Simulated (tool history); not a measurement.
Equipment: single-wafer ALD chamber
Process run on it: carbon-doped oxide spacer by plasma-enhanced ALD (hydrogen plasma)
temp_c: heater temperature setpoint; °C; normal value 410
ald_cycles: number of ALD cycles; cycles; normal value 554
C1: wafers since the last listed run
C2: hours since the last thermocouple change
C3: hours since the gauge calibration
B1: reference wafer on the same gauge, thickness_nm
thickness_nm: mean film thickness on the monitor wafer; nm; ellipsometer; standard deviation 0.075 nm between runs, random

Run 1, hour 0.0: usual settings but temp_c 421 °C, ald_cycles 626 cycles; C1 0; C2 751.0; C3 68.2; B1 26.598. Result: thickness_nm 33.434 nm.
Run 2, hour 13.0: usual settings but temp_c 421 °C, ald_cycles 626 cycles; C1 7; C2 764.0; C3 81.2; B1 26.598. Result: thickness_nm 33.332 nm.
Run 3, hour 29.6: usual settings but temp_c 400 °C; C1 8; C2 780.6; C3 97.8; B1 26.612. Result: thickness_nm 31.028 nm.
Run 4, hour 47.8: usual settings; C1 9; C2 798.8; C3 116.0; B1 26.590. Result: thickness_nm 30.533 nm.
Run 5, hour 80.9: usual settings; C1 17; C2 831.9; C3 149.1; B1 26.605. Result: thickness_nm 30.570 nm.
Run 6, hour 114.5: usual settings; C1 18; C2 865.5; C3 182.7; B1 26.588. Result: thickness_nm 30.545 nm.
Run 7, hour 149.4: usual settings but temp_c 406 °C; C1 18; C2 900.4; C3 217.6; B1 26.618. Result: thickness_nm 31.033 nm.
Run 8, hour 168.4: usual settings but temp_c 417 °C, ald_cycles 489 cycles; C1 10; C2 919.4; C3 236.6; B1 26.602. Result: thickness_nm 26.567 nm.
Run 9, hour 198.6: usual settings but temp_c 417 °C, ald_cycles 489 cycles; C1 16; C2 949.6; C3 266.8; B1 26.590. Result: thickness_nm 26.331 nm.
Run 10, hour 232.8: usual settings but temp_c 417 °C, ald_cycles 489 cycles; C1 18; C2 983.8; C3 301.0; B1 26.600. Result: thickness_nm 26.539 nm.
Run 11, hour 246.9: usual settings; C1 7; C2 997.9; C3 315.1; B1 26.606. Result: thickness_nm 30.579 nm.
Run 12, hour 276.3: usual settings but ald_cycles 602 cycles; C1 15; C2 1027.3; C3 344.5; B1 26.593. Result: thickness_nm 33.145 nm.
Run 13, hour 311.0: usual settings but ald_cycles 602 cycles; C1 18; C2 1062.0; C3 379.2; B1 26.596. Result: thickness_nm 33.173 nm.
At hour 323.7: thermocouple changed; heater temperature recalibrated.
Run 14, hour 337.3: usual settings but temp_c 404 °C, ald_cycles 469 cycles; C1 9; C2 13.6; C3 405.5; B1 26.591. Result: thickness_nm 25.804 nm.
Run 15, hour 362.6: usual settings but temp_c 417 °C, ald_cycles 450 cycles; C1 13; C2 38.9; C3 430.8; B1 26.602. Result: thickness_nm 23.953 nm.
Run 16, hour 395.0: usual settings but temp_c 402 °C, ald_cycles 655 cycles; C1 17; C2 71.3; C3 463.2; B1 26.609. Result: thickness_nm 36.509 nm.
At hour 426.5: gauge calibrated.
Run 17, hour 436.5: usual settings but temp_c 419 °C, ald_cycles 602 cycles; C1 22; C2 112.8; C3 10.0; B1 26.610. Result: thickness_nm 32.073 nm.
Run 18, hour 460.6: usual settings; C1 13; C2 136.9; C3 34.1; B1 26.599. Result: thickness_nm 30.224 nm.
Run 19, hour 480.5: usual settings; C1 10; C2 156.8; C3 54.0; B1 26.602. Result: thickness_nm 30.061 nm.
Run 20, hour 513.7: usual settings but temp_c 419 °C, ald_cycles 647 cycles; C1 17; C2 190.0; C3 87.2; B1 26.594. Result: thickness_nm 34.563 nm.
Run 21, hour 548.6: usual settings but temp_c 422 °C, ald_cycles 468 cycles; C1 18; C2 224.9; C3 122.1; B1 26.608. Result: thickness_nm 24.692 nm.
Run 22, hour 564.7: usual settings but temp_c 420 °C, ald_cycles 644 cycles; C1 8; C2 241.0; C3 138.2; B1 26.598. Result: thickness_nm 34.379 nm.
Run 23, hour 589.4: usual settings but temp_c 425 °C; C1 13; C2 265.7; C3 162.9; B1 26.583. Result: thickness_nm 29.085 nm.
Run 24, hour 608.8: usual settings but temp_c 418 °C, ald_cycles 621 cycles; C1 10; C2 285.1; C3 182.3; B1 26.620. Result: thickness_nm 33.248 nm.
Run 25, hour 639.0: usual settings but temp_c 405 °C, ald_cycles 497 cycles; C1 16; C2 315.3; C3 212.5; B1 26.592. Result: thickness_nm 27.650 nm.
Run 26, hour 658.4: usual settings but temp_c 395 °C, ald_cycles 615 cycles; C1 10; C2 334.7; C3 231.9; B1 26.593. Result: thickness_nm 34.457 nm.
Run 27, hour 672.9: usual settings but temp_c 402 °C, ald_cycles 513 cycles; C1 7; C2 349.2; C3 246.4; B1 26.604. Result: thickness_nm 28.614 nm.

3 ways to go on from here, each from the tool as it stands after run 27. What would each give?
Run A, hour 674.1: usual settings; C1 0; C2 350.4; C3 247.6; B1 ?. Result: thickness_nm ?.
Run B, hour 674.1: usual settings but ald_cycles 643 cycles; C1 0; C2 350.4; C3 247.6; B1 ?. Result: thickness_nm ?.
Run C, hour 674.1: usual settings but temp_c 425 °C, ald_cycles 510 cycles; C1 0; C2 350.4; C3 247.6; B1 ?. Result: thickness_nm ?.

run      B1  thickness_nm
  A  26.599        30.408
  B  26.599        35.293
  C  26.599        26.862
Had the tool no hidden state, the same runs would have come out as:
run  thickness_nm
  A        30.088
  B        34.922
  C        26.568

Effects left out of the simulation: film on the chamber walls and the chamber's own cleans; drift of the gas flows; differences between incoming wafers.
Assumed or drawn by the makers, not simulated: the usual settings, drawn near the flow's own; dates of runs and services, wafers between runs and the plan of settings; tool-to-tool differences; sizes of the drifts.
